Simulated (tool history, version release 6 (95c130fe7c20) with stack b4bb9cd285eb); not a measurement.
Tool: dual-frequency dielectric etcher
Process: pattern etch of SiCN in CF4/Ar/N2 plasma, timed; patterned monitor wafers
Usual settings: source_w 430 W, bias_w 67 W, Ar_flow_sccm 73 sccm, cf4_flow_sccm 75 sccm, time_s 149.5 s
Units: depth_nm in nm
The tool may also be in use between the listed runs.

run,hour,source_w,bias_w,Ar_flow_sccm,cf4_flow_sccm,time_s,"read-back reference wafer on the same gauge, depth_nm",depth_nm
1,0.0,430,64,73,75,149.5,140.0,119.8
2,49.8,430,64,73,75,149.5,139.9,120.6
3,127.6,430,64,73,75,149.5,140.0,119.5
4,165.0,430,67,73,70,114.5,140.2,91.0
# hour 206.3: wet clean of the chamber
5,258.6,430,67,73,70,114.5,139.8,92.1
6,321.6,430,67,73,75,149.5,139.9,122.0
7,399.2,430,67,73,75,149.5,139.9,121.0
# hour 509.9: upper electrode replaced
8,510.4,430,67,73,75,149.5,139.8,120.2
9,599.4,430,67,73,75,149.5,140.0,120.2
# hour 647.1: wet clean of the chamber
10,647.6,430,67,73,75,149.5,139.8,128.7
# hour 680.1: gauge calibrated
11,726.0,350,67,73,86,149.5,139.9,107.7
12,783.8,350,84,73,59,149.5,139.9,105.1
13,849.3,350,67,73,86,149.5,140.2,106.9

Run 14 comes next. What will it give?
# hour 910.8: wet clean of the chamber, repeated, since the last time left the tool worse
14,911.3,460,67,73,75,149.5,?,?

read-back reference wafer on the same gauge, depth_nm: 140.1
depth_nm: 132.0 nm
Without the tool's hidden state the same run would have given depth_nm 131.6 nm.
